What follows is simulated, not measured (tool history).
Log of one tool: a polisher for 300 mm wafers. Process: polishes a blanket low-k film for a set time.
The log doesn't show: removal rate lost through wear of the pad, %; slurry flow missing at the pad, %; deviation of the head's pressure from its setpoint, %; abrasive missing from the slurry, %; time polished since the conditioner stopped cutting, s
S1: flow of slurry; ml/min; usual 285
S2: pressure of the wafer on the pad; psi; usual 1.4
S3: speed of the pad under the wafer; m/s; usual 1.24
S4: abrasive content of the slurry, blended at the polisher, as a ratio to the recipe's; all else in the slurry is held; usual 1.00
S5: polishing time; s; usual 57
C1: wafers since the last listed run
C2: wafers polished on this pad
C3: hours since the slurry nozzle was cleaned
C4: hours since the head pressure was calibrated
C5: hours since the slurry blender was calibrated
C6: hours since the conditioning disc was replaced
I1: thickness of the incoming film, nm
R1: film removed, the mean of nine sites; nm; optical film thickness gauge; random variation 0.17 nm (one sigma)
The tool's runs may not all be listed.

run,hour,S1,S2,S3,S4,S5,C1,C2,C3,C4,C5,C6,I1,R1
1,0.0,285,1.4,1.24,1.00,66,0,83,30.6,364.5,427.2,367.8,731.4,20.0
# hour 8.1: slurry blender recalibrated
2,88.9,285,1.4,1.24,1.00,66,838,922,119.5,453.4,80.8,456.7,740.2,19.7
3,141.9,285,1.4,1.24,1.00,51,511,1434,172.5,506.4,133.8,509.7,722.4,15.1
# hour 150.2: slurry nozzle cleaned
# hour 190.4: conditioning disc replaced and pad reconditioned
# hour 206.6: worn pad replaced by a new one
4,207.1,285,1.4,1.24,1.00,57,561,4,56.9,571.6,199.0,16.7,736.4,15.5
5,305.8,285,1.4,1.24,1.00,57,952,957,155.6,670.3,297.7,115.4,727.5,15.2
# hour 372.2: slurry nozzle cleaned
# hour 373.5: conditioning disc replaced and pad reconditioned, repeated, since the last time left the tool worse
6,374.0,285,1.4,1.24,1.00,57,635,1593,1.8,738.5,365.9,0.5,724.4,19.1
# hour 384.4: worn pad replaced by a new one
7,454.4,285,1.4,1.24,1.00,57,737,675,82.2,818.9,446.3,80.9,724.5,18.7
# hour 478.5: head pressure recalibrated
# hour 544.7: slurry blender recalibrated
8,548.8,285,1.4,1.08,0.80,71,872,1548,176.6,70.3,4.1,175.3,729.5,17.6
# hour 557.0: slurry nozzle cleaned
# hour 575.0: worn pad replaced by a new one
9,650.4,365,1.4,0.86,1.00,57,932,728,93.4,171.9,105.7,276.9,730.8,13.8
10,693.2,360,1.4,1.64,1.20,77,413,1141,136.2,214.7,148.5,319.7,746.0,32.5
# hour 748.2: worn pad replaced by a new one
11,765.4,285,1.2,1.24,1.00,57,658,166,208.4,286.9,220.7,391.9,729.8,14.8
# hour 797.5: slurry nozzle cleaned
12,802.5,285,1.6,1.24,1.25,57,348,514,5.0,324.0,257.8,429.0,721.5,22.1
# hour 853.0: conditioning disc replaced and pad reconditioned
13,901.4,235,1.4,1.00,1.00,57,935,1450,103.9,422.9,356.7,48.4,728.1,15.6
# hour 918.3: worn pad replaced by a new one
14,990.8,285,1.4,1.24,1.00,57,824,699,193.3,512.3,446.1,137.8,727.3,18.4

How the hidden state differs across the entries between the runs, from the last listed run before each to the first after it:
Between runs 1 and 2: slurry blender recalibrated (hour 8.1)
  time polished since the conditioner stopped cutting, s: 280 -> 339
  measured less the result without the state, R1: -1.9 -> -2.3 nm
Between runs 3 and 4: slurry nozzle cleaned (hour 150.2); conditioning disc replaced and pad reconditioned (hour 190.4); worn pad replaced by a new one (hour 206.6)
  time polished since the conditioner stopped cutting, s: 375 -> 692
  measured less the result without the state, R1: -1.9 -> -3.6 nm
Between runs 5 and 6: slurry nozzle cleaned (hour 372.2); conditioning disc replaced and pad reconditioned, repeated, since the last time left the tool worse (hour 373.5)
  time polished since the conditioner stopped cutting, s: 758 -> 8.67
  measured less the result without the state, R1: -3.7 -> +0.0 nm
Between runs 6 and 7: worn pad replaced by a new one (hour 384.4)
  time polished since the conditioner stopped cutting, s: 8.67 -> 62.8
  measured less the result without the state, R1: +0.0 -> -0.4 nm
Between runs 7 and 8: head pressure recalibrated (hour 478.5); slurry blender recalibrated (hour 544.7)
  time polished since the conditioner stopped cutting, s: 62.8 -> 126
  measured less the result without the state, R1: -0.4 -> -0.7 nm
Between runs 8 and 9: slurry nozzle cleaned (hour 557.0); worn pad replaced by a new one (hour 575.0)
  time polished since the conditioner stopped cutting, s: 126 -> 195
  measured less the result without the state, R1: -0.7 -> -0.7 nm
Between runs 10 and 11: worn pad replaced by a new one (hour 748.2)
  time polished since the conditioner stopped cutting, s: 224 -> 272
  measured less the result without the state, R1: -3.2 -> -1.2 nm
Between runs 11 and 12: slurry nozzle cleaned (hour 797.5)
  time polished since the conditioner stopped cutting, s: 272 -> 297
  measured less the result without the state, R1: -1.2 -> -2.5 nm
Between runs 12 and 13: conditioning disc replaced and pad reconditioned (hour 853.0)
  time polished since the conditioner stopped cutting, s: 297 -> 48.9
  measured less the result without the state, R1: -2.5 -> -0.2 nm
Between runs 13 and 14: worn pad replaced by a new one (hour 918.3)
  time polished since the conditioner stopped cutting, s: 48.9 -> 109
  measured less the result without the state, R1: -0.2 -> -0.7 nm
